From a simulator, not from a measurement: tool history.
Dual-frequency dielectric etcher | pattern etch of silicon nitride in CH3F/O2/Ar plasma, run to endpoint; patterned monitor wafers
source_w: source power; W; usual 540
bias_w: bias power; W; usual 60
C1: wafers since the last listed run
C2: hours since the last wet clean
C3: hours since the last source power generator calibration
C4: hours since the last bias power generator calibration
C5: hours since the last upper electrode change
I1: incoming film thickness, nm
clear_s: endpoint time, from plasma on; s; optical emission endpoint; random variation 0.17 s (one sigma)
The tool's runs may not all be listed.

run 1 day=0.000 | source_w=540 bias_w=60 | C1=0 C2=481.0 C3=4091.7 C4=4960.3 C5=3601.7 | I1=44.74 | clear_s=55.9
-- day=1.008 wet clean of the chamber
run 2 day=1.029 | source_w=540 bias_w=60 | C1=7 C2=0.5 C3=4116.4 C4=4985.0 C5=3626.4 | I1=45.38 | clear_s=58.1
run 3 day=1.058 | source_w=440 bias_w=56 | C1=7 C2=1.2 C3=4117.1 C4=4985.7 C5=3627.1 | I1=44.91 | clear_s=63.2
-- day=2.458 upper electrode replaced
run 4 day=2.479 | source_w=540 bias_w=60 | C1=110 C2=35.3 C3=4151.2 C4=5019.8 C5=0.5 | I1=44.86 | clear_s=57.7
run 5 day=2.492 | source_w=540 bias_w=60 | C1=3 C2=35.6 C3=4151.5 C4=5020.1 C5=0.8 | I1=44.50 | clear_s=57.0
run 6 day=2.621 | source_w=540 bias_w=60 | C1=33 C2=38.7 C3=4154.6 C4=5023.2 C5=3.9 | I1=44.89 | clear_s=57.7
run 7 day=3.238 | source_w=490 bias_w=51 | C1=161 C2=53.5 C3=4169.4 C4=5038.0 C5=18.7 | I1=44.61 | clear_s=63.5
run 8 day=3.879 | source_w=490 bias_w=51 | C1=167 C2=68.9 C3=4184.8 C4=5053.4 C5=34.1 | I1=45.22 | clear_s=64.1
run 9 day=4.362 | source_w=540 bias_w=60 | C1=126 C2=80.5 C3=4196.4 C4=5065.0 C5=45.7 | I1=45.24 | clear_s=58.1
run 10 day=4.738 | source_w=540 bias_w=60 | C1=98 C2=89.5 C3=4205.4 C4=5074.0 C5=54.7 | I1=44.77 | clear_s=57.2
run 11 day=5.238 | source_w=540 bias_w=60 | C1=130 C2=101.5 C3=4217.4 C4=5086.0 C5=66.7 | I1=45.28 | clear_s=58.0
run 12 day=5.500 | source_w=540 bias_w=60 | C1=68 C2=107.8 C3=4223.7 C4=5092.3 C5=73.0 | I1=45.35 | clear_s=57.6
run 13 day=5.854 | source_w=490 bias_w=46 | C1=92 C2=116.3 C3=4232.2 C4=5100.8 C5=81.5 | I1=44.87 | clear_s=66.1
run 14 day=6.138 | source_w=460 bias_w=49 | C1=74 C2=123.1 C3=4239.0 C4=5107.6 C5=88.3 | I1=44.70 | clear_s=65.2
run 15 day=6.775 | source_w=540 bias_w=46 | C1=166 C2=138.4 C3=4254.3 C4=5122.9 C5=103.6 | I1=45.01 | clear_s=64.4
run 16 day=7.162 | source_w=660 bias_w=66 | C1=101 C2=147.7 C3=4263.6 C4=5132.2 C5=112.9 | I1=45.05 | clear_s=52.1
-- day=7.604 bias power generator calibrated
run 17 day=7.754 | source_w=670 bias_w=47 | C1=111 C2=161.9 C3=4277.8 C4=3.6 C5=127.1 | I1=44.91 | clear_s=59.4
run 18 day=8.350 | source_w=540 bias_w=60 | C1=155 C2=176.2 C3=4292.1 C4=17.9 C5=141.4 | I1=45.11 | clear_s=57.7
run 19 day=8.829 | source_w=430 bias_w=57 | C1=125 C2=187.7 C3=4303.6 C4=29.4 C5=152.9 | I1=45.14 | clear_s=62.8
-- day=9.112 source power generator calibrated
run 20 day=9.388 | source_w=430 bias_w=68 | C1=102 C2=201.1 C3=6.6 C4=42.8 C5=166.3 | I1=44.69 | clear_s=57.7
run 21 day=9.642 | source_w=410 bias_w=60 | C1=66 C2=207.2 C3=12.7 C4=48.9 C5=172.4 | I1=44.84 | clear_s=61.6
run 22 day=10.196 | source_w=580 bias_w=53 | C1=144 C2=220.5 C3=26.0 C4=62.2 C5=185.7 | I1=45.43 | clear_s=59.6
run 23 day=10.775 | source_w=540 bias_w=60 | C1=151 C2=234.4 C3=39.9 C4=76.1 C5=199.6 | I1=45.07 | clear_s=57.3

Forecast run 24:
run 24 day=11.096 | source_w=600 bias_w=52 | C1=83 C2=242.1 C3=47.6 C4=83.8 C5=207.3 | I1=45.10 | clear_s=?

Run 24 gave clear_s 58.6 s.
Without the tool's hidden state the same run would have given clear_s 59.1 s.

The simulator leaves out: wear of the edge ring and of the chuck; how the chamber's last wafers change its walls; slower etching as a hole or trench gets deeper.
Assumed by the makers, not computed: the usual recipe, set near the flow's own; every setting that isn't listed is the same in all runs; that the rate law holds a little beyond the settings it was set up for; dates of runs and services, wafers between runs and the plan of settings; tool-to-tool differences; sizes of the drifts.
